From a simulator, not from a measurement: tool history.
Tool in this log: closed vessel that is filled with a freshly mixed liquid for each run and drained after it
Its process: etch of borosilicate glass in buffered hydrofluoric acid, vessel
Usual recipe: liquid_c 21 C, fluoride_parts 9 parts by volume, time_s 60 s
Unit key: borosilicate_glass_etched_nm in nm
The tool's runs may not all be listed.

run    hour  liquid_c  fluoride_parts  time_s  wafers since the last listed run  hours since the thermometer was replaced  hours since the hydrofluoric acid flow meter was replaced  hours since the gauge calibration  read-back film thickness of the borosilicate glass reference wafer, read on the same gauge (nm)  borosilicate_glass_etched_nm
  1       0        21               9      60                                 0                                    1335.5                                                      457.8                              590.9                                                                                              130                         65.31
  2    26.3        21               9      60                              3378                                    1361.8                                                      484.1                              617.2                                                                                              130                         66.01
  3    42.8        21               9      60                              2119                                    1378.3                                                      500.6                              633.7                                                                                              130                         65.97
  4      56        21               9      45                              1695                                    1391.5                                                      513.8                              646.9                                                                                           130.01                         49.57
  5    78.6        21               9      60                              2903                                    1414.1                                                      536.4                              669.5                                                                                           129.98                         66.54
  6    98.3        21               9      60                              2530                                    1433.8                                                      556.1                              689.2                                                                                           130.02                         65.47
  7   124.9        21               9      60                              3417                                    1460.4                                                      582.7                              715.8                                                                                           130.02                         65.71
  8   138.3        21               9      60                              1721                                    1473.8                                                      596.1                              729.2                                                                                              130                         66.56
  9   157.9        21               9      60                              2518                                    1493.4                                                      615.7                              748.8                                                                                           130.01                         66.45
 10   206.5        18               9      60                              6243                                      1542                                                      664.3                              797.4                                                                                           129.98                         56.81
      241.6  -- gauge calibrated
 11   287.9        21               7      60                             10457                                    1623.4                                                      745.7                               46.3                                                                                           130.01                          88.5
 12   316.1        21               7      60                              3623                                    1651.6                                                      773.9                               74.5                                                                                              130                         89.89
 13     333        21               9      60                              2171                                    1668.5                                                      790.8                               91.4                                                                                           130.02                          67.1
 14   347.6      22.5               9      80                              1875                                    1683.1                                                      805.4                                106                                                                                           129.99                          97.3
      384.5  -- hydrofluoric acid flow meter replaced
 15   453.8        25             6.5      35                             13515                                    1789.3                                                       69.3                              212.2                                                                                           129.98                          68.6
 16   468.9        21               9      40                              1939                                    1804.4                                                       84.4                              227.3                                                                                           129.99                         44.99
 17   494.2        24               6      60                              3250                                    1829.7                                                      109.7                              252.6                                                                                           129.98                        120.82
 18   513.8        19               9      60                              2518                                    1849.3                                                      129.3                              272.2                                                                                           129.98                         61.63
        566  -- thermometer replaced
 19   607.3      18.5            11.5      40                             11884                                      41.3                                                      222.8                              365.7                                                                                              130                         28.44
 20   624.2        21               9      60                              2171                                      58.2                                                      239.7                              382.6                                                                                           129.98                         61.05
 21   636.4      23.5               9      90                              1567                                      70.4                                                      251.9                              394.8                                                                                           129.99                        103.38
 22     670      18.5             7.5      80                              4316                                       104                                                      285.5                              428.4                                                                                           129.97                         86.68
 23     697        21               9      60                              3468                                       131                                                      312.5                              455.4                                                                                           130.03                         60.36
 24   732.4      24.5            12.5      60                              4548                                     166.4                                                      347.9                              490.8                                                                                           129.97                          55.3
 25   761.6        21            11.5      85                              3751                                     195.6                                                      377.1                                520                                                                                           130.01                         70.22
 26   809.5        21               9      40                              6154                                     243.5                                                        425                              567.9                                                                                           130.01                         40.12
 27   841.7      22.5             5.5      30                              4136                                     275.7                                                      457.2                              600.1                                                                                           129.99                         54.68
 28   873.6        17            10.5      35                              4098                                     307.6                                                      489.1                                632                                                                                           129.98                         25.73
 29     897        24               9      60                              3006                                       331                                                      512.5                              655.4                                                                                           129.98                         72.78
 30   911.9        21               9      35                              1914                                     345.9                                                      527.4                              670.3                                                                                           130.04                         36.08
 31   932.6        21               9      60                              2659                                     366.6                                                      548.1                                691                                                                                           129.98                         61.52
 32   963.9        21               9      60                              4021                                     397.9                                                      579.4                              722.3                                                                                           130.02                         62.21
 33   991.7      17.5             6.5      80                              3571                                     425.7                                                      607.2                              750.1                                                                                           129.99                         94.82
 34  1006.4        25               9      70                              1888                                     440.4                                                      621.9                              764.8                                                                                           130.01                         90.05

Here are 3 independent what-if runs from the current tool condition. What would each one return?
  A  1007.1        21               9      60                                89                                     441.1                                                      622.6                              765.5                                                                                                ?                             ?
  B  1007.1        17            12.5      70                                89                                     441.1                                                      622.6                              765.5                                                                                                ?                             ?
  C  1007.1        17            11.5      80                                89                                     441.1                                                      622.6                              765.5                                                                                                ?                             ?

run  read-back film thickness of the borosilicate glass reference wafer, read on the same gauge (nm)  borosilicate_glass_etched_nm
  A                                                                                              130                         61.23
  B                                                                                              130                         42.98
  C                                                                                              130                         53.35
Without the tool's unlogged condition, the same runs would have read:
run  borosilicate_glass_etched_nm
  A                         58.41
  B                         40.95
  C                         50.83
